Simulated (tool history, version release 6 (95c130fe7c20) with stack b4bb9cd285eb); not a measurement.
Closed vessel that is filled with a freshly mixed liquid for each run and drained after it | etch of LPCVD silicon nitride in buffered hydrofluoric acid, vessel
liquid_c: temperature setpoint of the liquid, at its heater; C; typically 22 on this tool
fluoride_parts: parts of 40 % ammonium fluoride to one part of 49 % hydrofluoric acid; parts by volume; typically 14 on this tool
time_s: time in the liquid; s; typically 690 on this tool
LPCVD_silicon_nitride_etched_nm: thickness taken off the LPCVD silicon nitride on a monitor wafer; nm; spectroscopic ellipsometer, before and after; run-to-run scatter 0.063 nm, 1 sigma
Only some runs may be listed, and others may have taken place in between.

run   hour  liquid_c  fluoride_parts  time_s  read-back film thickness of the LPCVD silicon nitride reference wafer, read on the same gauge (nm)  LPCVD_silicon_nitride_etched_nm
  1      0        22              14     690                                                                                              129.97                             8.88
  2   73.9        19             9.5     690                                                                                              129.97                            10.59
  3  114.2        19             9.5     690                                                                                              130.01                            10.82
  4  178.7        22              16     690                                                                                              129.95                             7.81
  5  212.9        22              16     690                                                                                              130.04                                8
  6  273.3        22              16     690                                                                                                 130                             8.05
  7    303        25              14     690                                                                                              129.97                            10.55
     351.6  -- thermometer replaced
  8  355.5        25              14     690                                                                                              130.04                              9.3
  9  426.3        25              14     690                                                                                              129.98                             9.49
     484.9  -- gauge calibrated
 10  491.2        22              14     690                                                                                              129.98                             7.99
     513.6  -- hydrofluoric acid flow meter replaced
 11  555.1        22              14     690                                                                                              130.05                              7.3
 12  617.1      25.5              14     690                                                                                              129.95                              8.9
 13  684.2      23.5              14     690                                                                                              130.06                             8.03
 14  740.8        20             8.5     690                                                                                              130.05                            10.56
 15  779.9      26.5              14     340                                                                                              130.02                             4.69
 16  829.6        22              14     690                                                                                              130.03                             7.53
 17  867.8        19             8.5     440                                                                                              129.96                             6.48
 18  894.3      23.5              14     410                                                                                              130.03                             4.84

4 options for the next run, each taken on its own from the tool as it stands now. Forecast them:
  A  895.1        22              14     690                                                                                                   ?                                ?
  B  895.1        22            16.5     690                                                                                                   ?                                ?
  C  895.1      19.5              16     820                                                                                                   ?                                ?
  D  895.1        22            11.5     690                                                                                                   ?                                ?

run  read-back film thickness of the LPCVD silicon nitride reference wafer, read on the same gauge (nm)  LPCVD_silicon_nitride_etched_nm
  A                                                                                              129.98                             7.62
  B                                                                                              129.98                             6.49
  C                                                                                              129.98                             6.92
  D                                                                                              129.98                             9.24
Stripped of hidden state, with their random variation kept, the same runs would have yielded:
run  LPCVD_silicon_nitride_etched_nm
  A                             7.11
  B                             6.05
  C                             6.44
  D                             8.62
